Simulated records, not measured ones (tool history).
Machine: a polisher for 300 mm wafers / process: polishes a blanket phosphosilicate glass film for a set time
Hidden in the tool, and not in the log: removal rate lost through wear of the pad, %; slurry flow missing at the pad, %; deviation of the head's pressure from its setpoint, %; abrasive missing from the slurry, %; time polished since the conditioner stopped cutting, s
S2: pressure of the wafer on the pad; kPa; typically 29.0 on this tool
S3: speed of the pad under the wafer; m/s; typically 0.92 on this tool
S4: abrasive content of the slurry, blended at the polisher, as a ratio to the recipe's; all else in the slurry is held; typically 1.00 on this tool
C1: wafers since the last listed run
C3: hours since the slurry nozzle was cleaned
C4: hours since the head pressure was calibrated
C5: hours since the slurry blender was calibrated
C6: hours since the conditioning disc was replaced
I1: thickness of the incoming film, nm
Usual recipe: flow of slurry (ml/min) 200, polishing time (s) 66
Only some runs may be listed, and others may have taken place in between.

Run 1, day 0.000: usual settings; C1 0; wafers polished on this pad 968; C3 441.5; C4 762.0; C5 30.9; C6 30.9; I1 4196.1. Result: film removed (Å) 5713.
Run 2, day 0.608: usual settings but flow of slurry (ml/min) 215, polishing time (s) 53; C1 85; wafers polished on this pad 1054; C3 456.1; C4 776.6; C5 45.5; C6 45.5; I1 4184.2. Result: film removed (Å) 4512.
Run 3, day 1.167: usual settings; C1 78; wafers polished on this pad 1132; C3 469.5; C4 790.0; C5 58.9; C6 58.9; I1 4119.2. Result: film removed (Å) 5601.
At day 2.217: slurry nozzle cleaned.
At day 2.408: worn pad replaced by a new one.
Run 4, day 2.429: usual settings; C1 148; wafers polished on this pad 2; C3 5.1; C4 820.3; C5 89.2; C6 89.2; I1 4164.1. Result: film removed (Å) 5541.
Run 5, day 3.279: usual settings; C1 119; wafers polished on this pad 122; C3 25.5; C4 840.7; C5 109.6; C6 109.6; I1 4111.6. Result: film removed (Å) 5509.
Run 6, day 4.079: usual settings but flow of slurry (ml/min) 155, polishing time (s) 76; C1 112; wafers polished on this pad 234; C3 44.7; C4 859.9; C5 128.8; C6 128.8; I1 4073.0. Result: film removed (Å) 6214.
Run 7, day 5.154: usual settings but flow of slurry (ml/min) 155, polishing time (s) 76; C1 151; wafers polished on this pad 385; C3 70.5; C4 885.7; C5 154.6; C6 154.6; I1 4134.1. Result: film removed (Å) 6282.
Run 8, day 6.883: usual settings but S2 19.3 kPa, S4 1.30; C1 243; wafers polished on this pad 628; C3 112.0; C4 927.2; C5 196.1; C6 196.1; I1 4179.4. Result: film removed (Å) 4324.
Run 9, day 7.400: usual settings; C1 72; wafers polished on this pad 701; C3 124.4; C4 939.6; C5 208.5; C6 208.5; I1 4204.5. Result: film removed (Å) 5446.
At day 7.771: conditioning disc replaced and pad reconditioned.
Run 10, day 8.775: usual settings but flow of slurry (ml/min) 220, S4 0.85; C1 181; wafers polished on this pad 882; C3 157.4; C4 972.6; C5 241.5; C6 24.1; I1 4151.6. Result: film removed (Å) 5210.
Run 11, day 9.721: usual settings but flow of slurry (ml/min) 140, S2 21.4 kPa, S4 1.25, polishing time (s) 57; C1 132; wafers polished on this pad 1015; C3 180.1; C4 995.3; C5 264.2; C6 46.8; I1 4188.6. Result: film removed (Å) 3950.
At day 10.758: slurry blender recalibrated.
At day 11.821: worn pad replaced by a new one.
Run 12, day 11.842: usual settings but flow of slurry (ml/min) 230, S2 39.3 kPa, S4 1.15; C1 262; wafers polished on this pad 3; C3 231.0; C4 1046.2; C5 26.0; C6 97.7; I1 4159.5. Result: film removed (Å) 8217.
Run 13, day 12.479: usual settings but flow of slurry (ml/min) 260, S3 1.24 m/s, S4 0.80, polishing time (s) 81; C1 89; wafers polished on this pad 92; C3 246.3; C4 1061.5; C5 41.3; C6 113.0; I1 4106.2. Result: film removed (Å) 7386.
Run 14, day 13.538: usual settings; C1 148; wafers polished on this pad 241; C3 271.7; C4 1086.9; C5 66.7; C6 138.4; I1 4182.1. Result: film removed (Å) 5605.
Run 15, day 14.479: usual settings but S3 0.82 m/s, polishing time (s) 76; C1 132; wafers polished on this pad 373; C3 294.3; C4 1109.5; C5 89.3; C6 161.0; I1 4136.6. Result: film removed (Å) 5827.
At day 15.058: conditioning disc replaced and pad reconditioned.
At day 18.571: head pressure recalibrated.
Run 16, day 18.838: usual settings but S4 1.20, polishing time (s) 46; C1 589; wafers polished on this pad 962; C3 398.9; C4 6.4; C5 193.9; C6 90.7; I1 4158.4. Result: film removed (Å) 4351.
At day 19.008: worn pad replaced by a new one.
Run 17, day 20.292: usual settings; C1 180; wafers polished on this pad 180; C3 433.8; C4 41.3; C5 228.8; C6 125.6; I1 4059.4. Result: film removed (Å) 5493.
Run 18, day 21.475: usual settings but flow of slurry (ml/min) 140, S2 21.4 kPa, S4 1.25, polishing time (s) 57; C1 166; wafers polished on this pad 346; C3 462.2; C4 69.7; C5 257.2; C6 154.0; I1 4125.4. Result: film removed (Å) 3868.
At day 22.246: conditioning disc replaced and pad reconditioned.
Run 19, day 22.267: usual settings but polishing time (s) 46; C1 99; wafers polished on this pad 446; C3 481.2; C4 88.7; C5 276.2; C6 0.5; I1 4138.2. Result: film removed (Å) 3991.
Run 20, day 22.921: usual settings; C1 91; wafers polished on this pad 538; C3 496.9; C4 104.4; C5 291.9; C6 16.2; I1 4203.4. Result: film removed (Å) 5750.
At day 23.496: slurry nozzle cleaned.
At day 23.662: slurry blender recalibrated.
Run 21, day 23.683: usual settings but S3 1.22 m/s; C1 89; wafers polished on this pad 627; C3 4.5; C4 122.7; C5 0.5; C6 34.5; I1 4121.8. Result: film removed (Å) 7050.
Run 22, day 24.179: usual settings but flow of slurry (ml/min) 225, S2 22.1 kPa, S4 1.30, polishing time (s) 76; C1 69; wafers polished on this pad 697; C3 16.4; C4 134.6; C5 12.4; C6 46.4; I1 4134.2. Result: film removed (Å) 5890.
Run 23, day 25.679: usual settings; C1 210; wafers polished on this pad 908; C3 52.4; C4 170.6; C5 48.4; C6 82.4; I1 4194.1. Result: film removed (Å) 5677.
Run 24, day 26.367: usual settings but polishing time (s) 88; C1 96; wafers polished on this pad 1004; C3 68.9; C4 187.1; C5 64.9; C6 98.9; I1 4186.0. Result: film removed (Å) 7404.
At day 26.975: worn pad replaced by a new one.
Run 25, day 27.379: usual settings but S2 22.1 kPa; C1 118; wafers polished on this pad 56; C3 93.2; C4 211.4; C5 89.2; C6 123.2; I1 4160.7. Result: film removed (Å) 4260.

What if the next run were any one of these 4? Each begins from the tool's condition after run 25:
Run A, day 27.396: usual settings but flow of slurry (ml/min) 130; C1 2; wafers polished on this pad 59; C3 93.6; C4 211.8; C5 89.6; C6 123.6; I1 4209.0. Result: film removed (Å) ?.
Run B, day 27.396: usual settings but S2 37.2 kPa, S4 0.70; C1 2; wafers polished on this pad 59; C3 93.6; C4 211.8; C5 89.6; C6 123.6; I1 4209.0. Result: film removed (Å) ?.
Run C, day 27.396: usual settings but flow of slurry (ml/min) 220, S2 35.9 kPa; C1 2; wafers polished on this pad 59; C3 93.6; C4 211.8; C5 89.6; C6 123.6; I1 4209.0. Result: film removed (Å) ?.
Run D, day 27.396: usual settings but flow of slurry (ml/min) 150, S2 38.6 kPa, S4 1.10, polishing time (s) 82; C1 2; wafers polished on this pad 59; C3 93.6; C4 211.8; C5 89.6; C6 123.6; I1 4209.0. Result: film removed (Å) ?.

run  film removed (Å)
  A              5405
  B              5363
  C              6952
  D              9483
Without the tool's hidden state the same runs would have given:
run  film removed (Å)
  A              5668
  B              5692
  C              7363
  D             10083

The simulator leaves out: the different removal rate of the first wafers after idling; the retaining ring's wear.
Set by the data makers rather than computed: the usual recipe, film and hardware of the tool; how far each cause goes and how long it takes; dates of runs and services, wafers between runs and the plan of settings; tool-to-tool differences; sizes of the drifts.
